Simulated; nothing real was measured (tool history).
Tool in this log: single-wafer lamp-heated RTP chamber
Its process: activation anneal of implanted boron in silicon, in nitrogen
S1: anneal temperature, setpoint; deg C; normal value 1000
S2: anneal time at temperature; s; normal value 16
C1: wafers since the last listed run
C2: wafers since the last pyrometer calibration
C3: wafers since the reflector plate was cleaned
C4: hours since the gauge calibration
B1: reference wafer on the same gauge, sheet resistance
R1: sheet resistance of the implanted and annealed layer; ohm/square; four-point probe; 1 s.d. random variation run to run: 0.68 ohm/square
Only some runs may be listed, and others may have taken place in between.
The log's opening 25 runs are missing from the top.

{"run": 26, "hour": 2218.8, "S1": 973, "S2": 19, "C1": 1248, "C2": 6432, "C3": 1432, "C4": 739.7, "B1": 405.1, "R1": 468.46}
{"hour": 2283.0, "done": "pyrometer window cleaned and pyrometer calibrated"}
{"run": 27, "hour": 2307.7, "S1": 1000, "S2": 10, "C1": 950, "C2": 289, "C3": 2383, "C4": 828.6, "B1": 404.97, "R1": 455.16}
{"run": 28, "hour": 2403.7, "S1": 1000, "S2": 16, "C1": 1128, "C2": 1418, "C3": 3511, "C4": 924.6, "B1": 405.01, "R1": 454.43}
{"run": 29, "hour": 2487.2, "S1": 976, "S2": 23, "C1": 981, "C2": 2399, "C3": 4492, "C4": 1008.1, "B1": 405.02, "R1": 465.58}
{"run": 30, "hour": 2537.1, "S1": 1000, "S2": 25, "C1": 586, "C2": 2985, "C3": 5078, "C4": 1058, "B1": 404.96, "R1": 452.2}
{"run": 31, "hour": 2613.1, "S1": 983, "S2": 13, "C1": 893, "C2": 3879, "C3": 5972, "C4": 1134, "B1": 405.03, "R1": 462.78}
{"run": 32, "hour": 2704.6, "S1": 976, "S2": 25, "C1": 1075, "C2": 4954, "C3": 7047, "C4": 1225.5, "B1": 404.92, "R1": 463.82}
{"run": 33, "hour": 2791.0, "S1": 989, "S2": 13, "C1": 1015, "C2": 5969, "C3": 8062, "C4": 1311.9, "B1": 404.87, "R1": 459.09}
{"run": 34, "hour": 2890.5, "S1": 990, "S2": 25, "C1": 1169, "C2": 7139, "C3": 9232, "C4": 1411.4, "B1": 404.91, "R1": 455.99}
{"run": 35, "hour": 2991.2, "S1": 1017, "S2": 22, "C1": 1183, "C2": 8322, "C3": 10415, "C4": 1512.1, "B1": 405.04, "R1": 451.54}

Predict each of these 5 candidate next runs independently; none follows another, all start after run 35:
{"run": "A", "hour": 2991.6, "S1": 1000, "S2": 16, "C1": 4, "C2": 8327, "C3": 10420, "C4": 1512.5, "B1": "?", "R1": "?"}
{"run": "B", "hour": 2991.6, "S1": 1008, "S2": 24, "C1": 4, "C2": 8327, "C3": 10420, "C4": 1512.5, "B1": "?", "R1": "?"}
{"run": "C", "hour": 2991.6, "S1": 1022, "S2": 23, "C1": 4, "C2": 8327, "C3": 10420, "C4": 1512.5, "B1": "?", "R1": "?"}
{"run": "D", "hour": 2991.6, "S1": 1010, "S2": 7, "C1": 4, "C2": 8327, "C3": 10420, "C4": 1512.5, "B1": "?", "R1": "?"}
{"run": "E", "hour": 2991.6, "S1": 1000, "S2": 20, "C1": 4, "C2": 8327, "C3": 10420, "C4": 1512.5, "B1": "?", "R1": "?"}

run=A B1=404.88 R1=453.24
run=B B1=404.88 R1=450.79
run=C B1=404.88 R1=449.85
run=D B1=404.88 R1=453.05
run=E B1=404.88 R1=452.61
Without the tool's hidden state the same runs would have given:
run=A R1=453.24
run=B R1=450.79
run=C R1=449.85
run=D R1=453.05
run=E R1=452.61
